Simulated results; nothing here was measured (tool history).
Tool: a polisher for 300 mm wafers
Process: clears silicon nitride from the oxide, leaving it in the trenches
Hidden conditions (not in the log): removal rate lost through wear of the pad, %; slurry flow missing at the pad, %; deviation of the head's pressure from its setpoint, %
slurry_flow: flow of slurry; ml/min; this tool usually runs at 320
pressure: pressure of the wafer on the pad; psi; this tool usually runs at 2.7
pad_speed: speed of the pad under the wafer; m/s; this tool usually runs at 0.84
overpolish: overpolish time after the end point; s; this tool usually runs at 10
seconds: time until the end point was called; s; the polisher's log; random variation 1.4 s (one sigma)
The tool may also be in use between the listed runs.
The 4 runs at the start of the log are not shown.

| run | day | slurry_flow | pressure | pad_speed | overpolish | wafers since the last listed run | wafers polished on this pad | hours since the slurry nozzle was cleaned | hours since the head pressure was calibrated | incoming thickness of the incoming film, nm | seconds |
|---|---|---|---|---|---|---|---|---|---|---|---|
| 5 | 10.829 | 320 | 2.7 | 0.84 | 14 | 435 | 3013 | 225.2 | 950.7 | 94.5 | 189.5 |
|  | 12.308 | worn pad replaced by a new one |
| 6 | 12.783 | 320 | 2.7 | 0.84 | 14 | 345 | 91 | 272.1 | 997.6 | 93.6 | 172.1 |
| 7 | 16.4 | 320 | 2.7 | 1.06 | 10 | 699 | 791 | 358.9 | 1084.4 | 95.5 | 141.3 |
|  | 19.646 | slurry nozzle cleaned |
| 8 | 20.075 | 320 | 2.7 | 1.06 | 10 | 702 | 1493 | 10.3 | 1172.6 | 96.4 | 141.3 |
| 9 | 23.492 | 320 | 2.7 | 1.06 | 10 | 660 | 2154 | 92.3 | 1254.6 | 94.5 | 142.5 |
| 10 | 26.712 | 320 | 2.7 | 0.84 | 10 | 622 | 2776 | 169.6 | 1331.9 | 96.9 | 190.5 |
|  | 27.592 | worn pad replaced by a new one |
| 11 | 28.958 | 320 | 2.7 | 0.84 | 10 | 401 | 264 | 223.5 | 1385.8 | 94.2 | 176.3 |
| 12 | 32.554 | 320 | 2.7 | 0.84 | 10 | 695 | 959 | 309.8 | 1472.1 | 94.6 | 180.7 |
|  | 36.404 | head pressure recalibrated |
| 13 | 36.425 | 320 | 2.1 | 0.84 | 10 | 732 | 1692 | 402.7 | 0.5 | 94.5 | 239.6 |
| 14 | 38.308 | 320 | 2.1 | 0.84 | 10 | 364 | 2056 | 447.9 | 45.7 | 94.2 | 243.5 |
|  | 38.571 | slurry nozzle cleaned |
| 15 | 42.671 | 320 | 2.1 | 0.84 | 10 | 835 | 2891 | 98.4 | 150.4 | 95.8 | 250 |
| 16 | 44.7 | 320 | 2.1 | 0.84 | 10 | 392 | 3283 | 147.1 | 199.1 | 94.3 | 248.8 |
|  | 46.746 | worn pad replaced by a new one |
| 17 | 48.267 | 270 | 2.7 | 0.84 | 5 | 657 | 294 | 232.7 | 284.7 | 94.1 | 179.3 |
| 18 | 50.796 | 265 | 1.8 | 0.84 | 10 | 488 | 783 | 293.4 | 345.4 | 96.2 | 282.9 |
| 19 | 53.375 | 275 | 2 | 0.7 | 15 | 498 | 1281 | 355.3 | 407.3 | 95.6 | 311.4 |
| 20 | 55.4 | 420 | 2.7 | 0.84 | 10 | 391 | 1673 | 403.9 | 455.9 | 95.4 | 185.7 |
|  | 57.279 | slurry nozzle cleaned |
| 21 | 59.321 | 320 | 2.7 | 0.84 | 10 | 749 | 2423 | 49 | 550 | 95.2 | 182.6 |
| 22 | 61.15 | 320 | 2.7 | 0.84 | 10 | 353 | 2777 | 92.9 | 593.9 | 96.6 | 188.6 |
| 23 | 63.65 | 320 | 2.7 | 0.68 | 10 | 483 | 3260 | 152.9 | 653.9 | 95.6 | 241.1 |
|  | 66.638 | worn pad replaced by a new one |
| 24 | 67.8 | 320 | 2.7 | 0.84 | 10 | 770 | 224 | 252.5 | 753.5 | 93.7 | 174.1 |
| 25 | 70.571 | 320 | 2.7 | 0.84 | 13 | 535 | 760 | 319 | 820 | 92.9 | 177.2 |
| 26 | 74.188 | 320 | 2.1 | 0.84 | 12 | 699 | 1459 | 405.8 | 906.8 | 93.8 | 239.3 |

Predict the results of run 27:
|  | 76.846 | slurry nozzle cleaned |
| 27 | 77.996 | 390 | 2.4 | 0.84 | 10 | 728 | 2187 | 27.6 | 998.2 | 96.5 | ? |

{"run 27": {"seconds": 201.4}}
Minus the tool's unlogged condition, the same run would have read seconds 183.2 s.
